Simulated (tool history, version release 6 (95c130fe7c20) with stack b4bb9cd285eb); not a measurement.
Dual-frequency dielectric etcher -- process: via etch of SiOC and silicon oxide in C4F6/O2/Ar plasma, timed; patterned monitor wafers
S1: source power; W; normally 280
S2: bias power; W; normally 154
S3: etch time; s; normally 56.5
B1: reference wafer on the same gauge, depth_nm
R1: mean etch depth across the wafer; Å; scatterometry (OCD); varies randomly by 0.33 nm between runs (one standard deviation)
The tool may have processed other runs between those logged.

run	hour	S1	S2	S3	B1	R1
1	0.0	280	154	56.5	46.0	474
2	6.3	280	154	56.5	46.1	476
3	14.2	280	154	56.5	46.2	475
4	31.2	280	154	56.5	46.0	471
5	45.0	280	154	56.5	46.0	473
6	52.2	280	154	56.5	46.0	472
7	63.2	280	177	56.5	46.0	484
# hour 113.4: upper electrode replaced
8	113.9	280	177	56.5	46.0	487
9	118.3	280	177	56.5	46.1	486
10	132.3	280	154	56.5	46.2	476
11	142.9	280	154	56.5	46.1	475
12	154.3	280	154	56.5	46.1	476
# hour 184.0: wet clean of the chamber
13	184.5	280	154	56.5	46.1	469
14	187.4	250	154	56.5	46.1	452
15	201.2	280	190	41.0	45.9	359
16	210.1	280	185	47.5	46.1	413
# hour 221.8: gauge calibrated
17	224.0	280	154	56.5	46.1	470
18	241.5	280	154	65.5	46.1	548
19	252.1	280	154	56.5	46.1	472
# hour 262.3: bias power generator calibrated
20	265.0	230	180	72.5	46.1	570
# hour 271.9: source power generator calibrated
21	275.9	230	167	56.5	46.1	436
22	291.8	340	117	40.5	46.2	350
23	301.8	260	154	64.5	46.0	521
24	319.3	230	154	56.5	46.1	432
25	342.7	340	178	71.0	46.1	657
26	351.2	280	177	56.5	46.1	486
27	363.0	310	190	48.5	46.1	444
28	374.6	280	154	56.5	46.0	477
29	392.5	280	154	56.5	46.1	478

5 options for the next run, each taken on its own from the tool as it stands now. Forecast them:
A	392.9	280	154	56.5	?	?
B	392.9	330	154	61.0	?	?
C	392.9	310	188	72.5	?	?
D	392.9	330	172	50.0	?	?
E	392.9	330	154	69.5	?	?

run	B1	R1
A	46.0	472
B	46.0	547
C	46.0	654
D	46.0	456
E	46.0	623
With no hidden state in the tool, these same runs would have given:
run	R1
A	472
B	547
C	654
D	456
E	623

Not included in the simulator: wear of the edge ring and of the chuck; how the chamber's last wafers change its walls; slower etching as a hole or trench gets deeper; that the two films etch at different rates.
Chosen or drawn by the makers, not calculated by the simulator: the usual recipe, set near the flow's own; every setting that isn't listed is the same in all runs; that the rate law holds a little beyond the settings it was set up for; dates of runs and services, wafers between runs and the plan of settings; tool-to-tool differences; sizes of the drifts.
